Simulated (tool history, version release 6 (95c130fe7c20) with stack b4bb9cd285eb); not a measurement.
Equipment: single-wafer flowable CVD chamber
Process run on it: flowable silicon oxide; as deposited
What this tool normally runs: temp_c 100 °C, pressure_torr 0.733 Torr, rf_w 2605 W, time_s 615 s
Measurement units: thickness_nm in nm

run	hour	temp_c	pressure_torr	rf_w	time_s	read-back reference wafer on the same gauge, thickness_nm	thickness_nm
1	0.0	100	0.733	2605	615	342.983	274.650
2	17.3	108	0.733	2605	615	343.026	219.053
3	23.4	108	0.733	2605	615	342.947	219.145
4	38.3	100	0.733	2605	615	342.896	274.065
# hour 59.2: RF generator calibrated
# hour 64.5: thermocouple changed; heater temperature recalibrated
5	65.0	100	0.733	2605	615	343.221	341.939
6	65.5	100	0.733	2605	615	342.953	340.800
7	66.5	100	0.733	2605	615	343.136	341.789
# hour 74.5: capacitance manometer re-zeroed and calibrated
8	79.7	100	0.733	2945	615	343.179	345.204
# hour 90.2: showerhead replaced
9	90.7	100	0.733	2460	615	343.203	339.442
# hour 99.5: gauge calibrated
10	114.1	100	0.733	2460	615	343.095	337.530
11	126.0	100	0.733	2605	615	342.900	341.609
12	137.6	100	0.733	2605	615	342.892	341.666
13	154.7	104	0.733	2085	615	342.991	290.996
14	166.2	86	0.733	2605	615	342.993	507.872
15	177.0	100	0.733	2805	615	342.859	342.422
16	191.8	104	0.733	2605	615	343.158	300.786

Consider 5 possible next runs. They are alternatives, not a sequence: every one starts from the tool as it was left by run 16. What does each give?
A	192.4	100	0.733	2605	615	?	?
B	192.4	112	0.733	2605	615	?	?
C	192.4	100	0.662	2605	535	?	?
D	192.4	100	0.733	3050	615	?	?
E	192.4	100	0.571	2990	615	?	?

run	read-back reference wafer on the same gauge, thickness_nm	thickness_nm
A	342.796	338.754
B	342.796	238.486
C	342.796	266.027
D	342.796	344.390
E	342.796	268.562
Take away the tool's hidden state, keep each run's random variation, and the runs would have read:
run	thickness_nm
A	337.745
B	237.791
C	265.235
D	343.364
E	267.762

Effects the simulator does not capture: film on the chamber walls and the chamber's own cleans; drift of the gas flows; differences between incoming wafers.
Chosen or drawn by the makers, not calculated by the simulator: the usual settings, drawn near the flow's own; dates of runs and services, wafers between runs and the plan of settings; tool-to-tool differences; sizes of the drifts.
